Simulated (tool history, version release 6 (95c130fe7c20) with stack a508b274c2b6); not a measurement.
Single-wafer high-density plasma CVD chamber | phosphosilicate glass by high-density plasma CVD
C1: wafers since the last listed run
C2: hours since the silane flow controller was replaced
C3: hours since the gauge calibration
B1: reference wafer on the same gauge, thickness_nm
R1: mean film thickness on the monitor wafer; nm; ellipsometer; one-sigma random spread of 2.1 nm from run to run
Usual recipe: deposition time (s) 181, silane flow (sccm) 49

Run 1, day 0: usual settings; C1 0; C2 2680.3; C3 1841.1; B1 920.387. Result: R1 899.638 nm.
Run 2, day 4.408: usual settings; C1 564; C2 2786.1; C3 1946.9; B1 920.335. Result: R1 902.81 nm.
Run 3, day 6.854: usual settings but silane flow (sccm) 45; C1 313; C2 2844.8; C3 2005.6; B1 919.294. Result: R1 865.77 nm.
Run 4, day 9.808: usual settings; C1 378; C2 2915.7; C3 2076.5; B1 919.458. Result: R1 901.101 nm.
Run 5, day 11.933: usual settings; C1 272; C2 2966.7; C3 2127.5; B1 919.846. Result: R1 898.548 nm.
Run 6, day 16.375: usual settings; C1 568; C2 3073.3; C3 2234.1; B1 920.244. Result: R1 901.458 nm.
Run 7, day 20.696: usual settings; C1 553; C2 3177; C3 2337.8; B1 920.671. Result: R1 900.133 nm.
Run 8, day 22.862: usual settings but silane flow (sccm) 52; C1 277; C2 3229; C3 2389.8; B1 920.471. Result: R1 932.403 nm.
Run 9, day 24.383: usual settings but silane flow (sccm) 52; C1 194; C2 3265.5; C3 2426.3; B1 919.331. Result: R1 933.976 nm.
Run 10, day 26.992: usual settings; C1 334; C2 3328.1; C3 2488.9; B1 920.454. Result: R1 897.696 nm.
Run 11, day 31.292: usual settings; C1 550; C2 3431.3; C3 2592.1; B1 919.996. Result: R1 901.455 nm.
Run 12, day 35.546: usual settings; C1 544; C2 3533.4; C3 2694.2; B1 920.593. Result: R1 903.1 nm.
At day 37.542: silane flow controller replaced.
Run 13, day 42.162: usual settings; C1 804; C2 110.9; C3 2853; B1 920.058. Result: R1 905.115 nm.
Run 14, day 45.438: usual settings; C1 419; C2 189.5; C3 2931.6; B1 919.48. Result: R1 900.258 nm.
Run 15, day 52.592: usual settings; C1 916; C2 361.2; C3 3103.3; B1 919.69. Result: R1 904.346 nm.
Run 16, day 56.667: usual settings; C1 521; C2 459; C3 3201.1; B1 919.877. Result: R1 902.647 nm.
Run 17, day 59.254: usual settings but deposition time (s) 196; C1 331; C2 521.1; C3 3263.2; B1 919.949. Result: R1 977.811 nm.
Run 18, day 63.088: usual settings; C1 490; C2 613.1; C3 3355.2; B1 920.816. Result: R1 901.667 nm.
Run 19, day 66.079: usual settings but deposition time (s) 153, silane flow (sccm) 44; C1 383; C2 684.9; C3 3427; B1 919.745. Result: R1 718.261 nm.
At day 68.108: gauge calibrated.
Run 20, day 69.912: usual settings but silane flow (sccm) 54; C1 490; C2 776.9; C3 43.3; B1 920.865. Result: R1 947.841 nm.
Run 21, day 74.042: usual settings but silane flow (sccm) 52; C1 528; C2 876; C3 142.4; B1 919.777. Result: R1 927.884 nm.
Run 22, day 76.721: usual settings but silane flow (sccm) 52; C1 343; C2 940.3; C3 206.7; B1 919.905. Result: R1 929.583 nm.
Run 23, day 80.146: usual settings but deposition time (s) 205, silane flow (sccm) 55; C1 438; C2 1022.5; C3 288.9; B1 919.694. Result: R1 1082.961 nm.
Run 24, day 81.742: usual settings but deposition time (s) 158; C1 204; C2 1060.8; C3 327.2; B1 921.033. Result: R1 786.07 nm.
Run 25, day 85.546: usual settings; C1 487; C2 1152.1; C3 418.5; B1 919.662. Result: R1 901.641 nm.
Run 26, day 89.308: usual settings but deposition time (s) 160; C1 481; C2 1242.4; C3 508.8; B1 920.841. Result: R1 800.674 nm.
Run 27, day 91.138: usual settings but deposition time (s) 210; C1 234; C2 1286.3; C3 552.7; B1 920.753. Result: R1 1045.041 nm.
Run 28, day 94.896: usual settings but deposition time (s) 193, silane flow (sccm) 58; C1 481; C2 1376.5; C3 642.9; B1 920.574. Result: R1 1051.996 nm.
Run 29, day 106.125: usual settings but deposition time (s) 207; C1 1438; C2 1646; C3 912.4; B1 919.409. Result: R1 1027.063 nm.
Run 30, day 108.121: usual settings but deposition time (s) 211; C1 255; C2 1693.9; C3 960.3; B1 920.395. Result: R1 1050.679 nm.
Run 31, day 110.888: usual settings but deposition time (s) 153, silane flow (sccm) 44; C1 354; C2 1760.3; C3 1026.7; B1 919.482. Result: R1 719.311 nm.
Run 32, day 113.646: usual settings but deposition time (s) 152, silane flow (sccm) 56; C1 353; C2 1826.5; C3 1092.9; B1 920.844. Result: R1 810.062 nm.
Run 33, day 115.929: usual settings but deposition time (s) 193, silane flow (sccm) 57; C1 292; C2 1881.3; C3 1147.7; B1 920.241. Result: R1 1046.667 nm.
Run 34, day 118.988: usual settings but deposition time (s) 162, silane flow (sccm) 42; C1 391; C2 1954.7; C3 1221.1; B1 919.572. Result: R1 750.451 nm.
Run 35, day 121.025: usual settings but deposition time (s) 166, silane flow (sccm) 44; C1 260; C2 2003.6; C3 1270; B1 919.905. Result: R1 784.105 nm.

Forecast each of these 3 alternatives for the next run:
Run A, day 121.046: usual settings; C1 2; C2 2004.1; C3 1270.5; B1 ?. Result: R1 ?.
Run B, day 121.046: usual settings but deposition time (s) 170, silane flow (sccm) 46; C1 2; C2 2004.1; C3 1270.5; B1 ?. Result: R1 ?.
Run C, day 121.046: usual settings but deposition time (s) 208, silane flow (sccm) 53; C1 2; C2 2004.1; C3 1270.5; B1 ?. Result: R1 ?.

run       B1        R1
  A  920.434   899.717
  B  920.434   818.724
  C  920.434  1076.857
Take away the tool's hidden state, keep each run's random variation, and the runs would have read:
run        R1
  A   899.717
  B   818.724
  C  1076.857

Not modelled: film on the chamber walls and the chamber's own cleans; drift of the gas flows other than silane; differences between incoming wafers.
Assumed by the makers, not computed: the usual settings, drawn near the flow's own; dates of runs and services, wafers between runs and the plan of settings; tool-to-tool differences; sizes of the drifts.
